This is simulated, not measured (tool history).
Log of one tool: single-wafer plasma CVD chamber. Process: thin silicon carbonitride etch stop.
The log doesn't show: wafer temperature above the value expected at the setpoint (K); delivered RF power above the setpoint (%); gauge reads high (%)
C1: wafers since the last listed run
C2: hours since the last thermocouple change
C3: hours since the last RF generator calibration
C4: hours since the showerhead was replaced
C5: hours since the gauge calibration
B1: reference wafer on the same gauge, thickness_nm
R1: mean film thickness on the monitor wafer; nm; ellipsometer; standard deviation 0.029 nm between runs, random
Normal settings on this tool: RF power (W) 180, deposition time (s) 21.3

run 1 hour=0 | RF_power_(W)=180 deposition_time_(s)=21.3 | C1=0 C2=1651.7 C3=900.3 C4=5623.4 C5=89.3 | B1=13.698 | R1=12.258
run 2 hour=8.1 | RF_power_(W)=180 deposition_time_(s)=20 | C1=105 C2=1659.8 C3=908.4 C4=5631.5 C5=97.4 | B1=13.696 | R1=11.536
run 3 hour=22.2 | RF_power_(W)=180 deposition_time_(s)=21.3 | C1=183 C2=1673.9 C3=922.5 C4=5645.6 C5=111.5 | B1=13.695 | R1=12.311
run 4 hour=39.9 | RF_power_(W)=180 deposition_time_(s)=21.3 | C1=230 C2=1691.6 C3=940.2 C4=5663.3 C5=129.2 | B1=13.699 | R1=12.304
run 5 hour=53.8 | RF_power_(W)=180 deposition_time_(s)=21.3 | C1=180 C2=1705.5 C3=954.1 C4=5677.2 C5=143.1 | B1=13.702 | R1=12.31
run 6 hour=63.4 | RF_power_(W)=195 deposition_time_(s)=21.3 | C1=124 C2=1715.1 C3=963.7 C4=5686.8 C5=152.7 | B1=13.706 | R1=12.709
run 7 hour=69.6 | RF_power_(W)=180 deposition_time_(s)=22.3 | C1=80 C2=1721.3 C3=969.9 C4=5693 C5=158.9 | B1=13.696 | R1=12.77
run 8 hour=76.7 | RF_power_(W)=180 deposition_time_(s)=22.3 | C1=92 C2=1728.4 C3=977 C4=5700.1 C5=166 | B1=13.698 | R1=12.873
-- hour=84.8 gauge calibrated
run 9 hour=91.2 | RF_power_(W)=180 deposition_time_(s)=22.3 | C1=188 C2=1742.9 C3=991.5 C4=5714.6 C5=6.4 | B1=13.699 | R1=12.851
-- hour=102 showerhead replaced
run 10 hour=126.9 | RF_power_(W)=180 deposition_time_(s)=19.2 | C1=360 C2=1778.6 C3=1027.2 C4=24.9 C5=42.1 | B1=13.691 | R1=11.018
run 11 hour=142.7 | RF_power_(W)=180 deposition_time_(s)=19.2 | C1=205 C2=1794.4 C3=1043 C4=40.7 C5=57.9 | B1=13.697 | R1=11.033
-- hour=151 thermocouple changed; heater temperature recalibrated
-- hour=155 RF generator calibrated
run 12 hour=156.5 | RF_power_(W)=180 deposition_time_(s)=21.3 | C1=23 C2=5.5 C3=1.5 C4=54.5 C5=71.7 | B1=13.704 | R1=12.677
run 13 hour=173.6 | RF_power_(W)=165 deposition_time_(s)=17.5 | C1=222 C2=22.6 C3=18.6 C4=71.6 C5=88.8 | B1=13.702 | R1=10.002
run 14 hour=183.7 | RF_power_(W)=150 deposition_time_(s)=18.1 | C1=131 C2=32.7 C3=28.7 C4=81.7 C5=98.9 | B1=13.692 | R1=9.889
run 15 hour=200.4 | RF_power_(W)=180 deposition_time_(s)=19.5 | C1=217 C2=49.4 C3=45.4 C4=98.4 C5=115.6 | B1=13.691 | R1=11.604
run 16 hour=208.4 | RF_power_(W)=155 deposition_time_(s)=19.7 | C1=104 C2=57.4 C3=53.4 C4=106.4 C5=123.6 | B1=13.706 | R1=10.942
run 17 hour=222.6 | RF_power_(W)=180 deposition_time_(s)=21.3 | C1=184 C2=71.6 C3=67.6 C4=120.6 C5=137.8 | B1=13.693 | R1=12.664
run 18 hour=233.3 | RF_power_(W)=180 deposition_time_(s)=21.3 | C1=139 C2=82.3 C3=78.3 C4=131.3 C5=148.5 | B1=13.694 | R1=12.65
run 19 hour=246.9 | RF_power_(W)=165 deposition_time_(s)=19.9 | C1=176 C2=95.9 C3=91.9 C4=144.9 C5=162.1 | B1=13.696 | R1=11.372
-- hour=255.3 gauge calibrated
run 20 hour=263 | RF_power_(W)=180 deposition_time_(s)=21.3 | C1=209 C2=112 C3=108 C4=161 C5=7.7 | B1=13.701 | R1=12.732
run 21 hour=269.7 | RF_power_(W)=180 deposition_time_(s)=17.6 | C1=87 C2=118.7 C3=114.7 C4=167.7 C5=14.4 | B1=13.695 | R1=10.443
run 22 hour=281.5 | RF_power_(W)=200 deposition_time_(s)=18.8 | C1=153 C2=130.5 C3=126.5 C4=179.5 C5=26.2 | B1=13.692 | R1=11.713
run 23 hour=292.8 | RF_power_(W)=190 deposition_time_(s)=24.3 | C1=146 C2=141.8 C3=137.8 C4=190.8 C5=37.5 | B1=13.706 | R1=14.774
run 24 hour=306.5 | RF_power_(W)=195 deposition_time_(s)=22.7 | C1=178 C2=155.5 C3=151.5 C4=204.5 C5=51.2 | B1=13.7 | R1=13.938
run 25 hour=319.2 | RF_power_(W)=160 deposition_time_(s)=23.9 | C1=165 C2=168.2 C3=164.2 C4=217.2 C5=63.9 | B1=13.695 | R1=13.413

Difference, measured minus no-hidden-state, one row per run. Run-to-run variation is common to both terms; the gauge's own scatter need not be:
run=1 R1=-0.433
run=2 R1=-0.412
run=3 R1=-0.445
run=4 R1=-0.454
run=5 R1=-0.461
run=6 R1=-0.481
run=7 R1=-0.486
run=8 R1=-0.494
run=9 R1=-0.501
run=10 R1=-0.445
run=11 R1=-0.453
run=12 R1=-0.013
run=13 R1=-0.016
run=14 R1=-0.019
run=15 R1=-0.029
run=16 R1=-0.031
run=17 R1=-0.041
run=18 R1=-0.046
run=19 R1=-0.047
run=20 R1=-0.059
run=21 R1=-0.051
run=22 R1=-0.062
run=23 R1=-0.084
run=24 R1=-0.086
run=25 R1=-0.088

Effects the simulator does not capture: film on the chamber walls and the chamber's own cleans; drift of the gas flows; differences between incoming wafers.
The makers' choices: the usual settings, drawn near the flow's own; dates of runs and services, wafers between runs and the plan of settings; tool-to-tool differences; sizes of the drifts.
